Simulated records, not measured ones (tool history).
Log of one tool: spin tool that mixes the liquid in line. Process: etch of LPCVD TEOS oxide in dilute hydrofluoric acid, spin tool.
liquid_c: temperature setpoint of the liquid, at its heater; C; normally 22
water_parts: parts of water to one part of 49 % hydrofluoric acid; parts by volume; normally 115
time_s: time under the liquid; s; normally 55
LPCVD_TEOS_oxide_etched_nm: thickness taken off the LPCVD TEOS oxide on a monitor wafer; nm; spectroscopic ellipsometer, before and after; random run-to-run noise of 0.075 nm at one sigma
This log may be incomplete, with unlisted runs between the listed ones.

run     day  liquid_c  water_parts  time_s  wafers since the last listed run  hours since the thermometer was replaced  hours since the hydrofluoric acid flow meter was replaced  hours since the gauge calibration  read-back film thickness of the LPCVD TEOS oxide reference wafer, read on the same gauge (nm)  LPCVD_TEOS_oxide_etched_nm
  1       0        22          115      55                                 0                                    1373.9                                                      545.6                              846.9                                                                                         120.03                        17.2
  2   2.771        22          115      55                               553                                    1440.4                                                      612.1                              913.4                                                                                         120.01                       17.11
  3     5.3        22          115      55                               504                                    1501.1                                                      672.8                              974.1                                                                                            120                       17.13
  4   8.375        22          115      55                               613                                    1574.9                                                      746.6                             1047.9                                                                                            120                       17.22
  5  12.662        22          115      55                               855                                    1677.8                                                      849.5                             1150.8                                                                                         120.02                       16.98
  6  16.375        22          115      55                               740                                    1766.9                                                      938.6                             1239.9                                                                                         120.02                       17.08
  7  20.871        22          115      55                               897                                    1874.8                                                     1046.5                             1347.8                                                                                         120.01                       16.97
  8  22.442        26          115      50                               313                                    1912.5                                                     1084.2                             1385.5                                                                                         120.01                       18.07
  9  25.029        22          140      55                               516                                    1974.6                                                     1146.3                             1447.6                                                                                         120.05                       13.58
 10  26.912        22          140      55                               375                                    2019.8                                                     1191.5                             1492.8                                                                                         120.01                       13.46
 11  28.783        22          115      55                               373                                    2064.7                                                     1236.4                             1537.7                                                                                         119.97                       16.93
 12  33.271        22          115      55                               895                                    2172.4                                                     1344.1                             1645.4                                                                                         119.99                        16.8
       37.3  -- gauge calibrated
 13  37.462        22          115      55                               836                                      2273                                                     1444.7                                3.9                                                                                         119.99                       16.76
 14  39.017        22          115      55                               310                                    2310.3                                                       1482                               41.2                                                                                         119.98                       16.95
 15  43.479      23.5           85      55                               890                                    2417.4                                                     1589.1                              148.3                                                                                         119.99                       24.79
     44.329  -- thermometer replaced
 16  47.079        18          145      55                               710                                        66                                                     1675.5                              234.7                                                                                         120.03                       11.63
 17  49.721        27          160      55                               527                                     129.4                                                     1738.9                              298.1                                                                                         120.02                       14.57
 18    51.5        22          115      55                               355                                     172.1                                                     1781.6                              340.8                                                                                         119.99                       17.47
 19  53.517        20           80      55                               402                                     220.5                                                       1830                              389.2                                                                                         119.98                       24.22
 20  55.788        22           80      20                               453                                       275                                                     1884.5                              443.7                                                                                         120.02                        9.52
     59.233  -- hydrofluoric acid flow meter replaced
 21  59.675        22          115      55                               767                                     368.3                                                       10.6                                537                                                                                         119.95                       17.44
 22  62.754        20           80      55                               614                                     442.2                                                       84.5                              610.9                                                                                         120.02                       24.01
 23  66.112        26           95      90                               670                                     522.8                                                      165.1                              691.5                                                                                         120.01                       41.57
 24  68.167        18           75      25                               409                                     572.1                                                      214.4                              740.8                                                                                         119.98                       10.77
 25  70.858        22          115      55                               537                                     636.7                                                        279                              805.4                                                                                            120                       17.33
 26  74.925        22          115      55                               811                                     734.3                                                      376.6                                903                                                                                         120.02                       17.27
 27  79.162      25.5          115      75                               845                                       836                                                      478.3                             1004.7                                                                                         120.04                       27.35

Exercise: give the hidden state of the tool at every run:
hydrofluoric acid flow above the setpoint (%): 0 in every run
gauge reads high (%): 0 in every run
H1: liquid colder than its thermometer reads (K)
run      H1
  1   0.803
  2   0.839
  3   0.872
  4   0.912
  5   0.967
  6    1.02
  7    1.07
  8    1.09
  9    1.13
 10    1.15
 11    1.18
 12    1.23
 13    1.29
 14    1.31
 15    1.37
 16  0.0677
 17   0.102
 18   0.125
 19   0.151
 20    0.18
 21   0.231
 22   0.271
 23   0.314
 24   0.341
 25   0.376
 26   0.428
 27   0.483

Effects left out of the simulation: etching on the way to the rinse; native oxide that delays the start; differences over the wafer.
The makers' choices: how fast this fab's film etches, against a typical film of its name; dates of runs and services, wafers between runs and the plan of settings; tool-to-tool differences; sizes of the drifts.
